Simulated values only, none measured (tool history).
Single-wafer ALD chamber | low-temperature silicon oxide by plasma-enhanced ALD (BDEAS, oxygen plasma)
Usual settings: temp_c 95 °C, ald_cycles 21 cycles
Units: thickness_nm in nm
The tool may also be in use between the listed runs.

run	hour	temp_c	ald_cycles	read-back reference wafer on the same gauge, thickness_nm	thickness_nm
1	0	95	19	3.154	2.443
2	13.1	95	21	3.156	2.71
3	32.1	95	21	3.157	2.737
4	48.8	95	21	3.157	2.723
5	156	95	21	3.162	2.737
6	186.1	95	21	3.166	2.763
7	210.4	95	21	3.167	2.723
8	225	95	21	3.168	2.728
9	242.7	95	21	3.173	2.717
10	269.4	95	21	3.174	2.744
11	298.3	95	21	3.178	2.741
12	329.3	95	18	3.184	2.376
13	363.3	107	21	3.184	2.677
14	378.1	107	21	3.187	2.672
# hour 399.7: thermocouple changed; heater temperature recalibrated
15	404.4	107	21	3.189	2.652
16	418.7	88	21	3.192	2.869
17	441.8	102	19	3.203	2.439
18	464.1	83	23	3.201	3.166
19	476.4	89	24	3.207	3.247
# hour 531.2: gauge calibrated
20	552.8	104	23	3.141	2.895
21	576.3	95	21	3.138	2.714
22	635.9	86	21	3.136	2.768
23	650.3	85	21	3.14	2.828
24	680.2	95	21	3.146	2.704
25	694.3	95	21	3.144	2.692
26	713.9	95	18	3.146	2.328
27	727.5	95	25	3.145	3.231
28	742.2	91	24	3.15	3.141
29	755.3	90	17	3.146	2.224
30	844.7	85	25	3.154	3.355
31	880.6	80	21	3.162	2.845
32	898.3	95	21	3.158	2.715
33	922.1	84	21	3.168	2.859

The tool's hidden state at each run:
wafer temperature above the value expected at the setpoint (K): 0 in every run
H1: gauge reads high (%)
run	H1
1	0.105
2	0.118
3	0.14
4	0.164
5	0.386
6	0.471
7	0.548
8	0.597
9	0.659
10	0.76
11	0.878
12	1.02
13	1.18
14	1.25
15	1.39
16	1.47
17	1.6
18	1.74
19	1.81
20	-0.329
21	-0.321
22	-0.271
23	-0.253
24	-0.209
25	-0.184
26	-0.147
27	-0.118
28	-0.0848
29	-0.0532
30	0.214
31	0.346
32	0.416
33	0.516
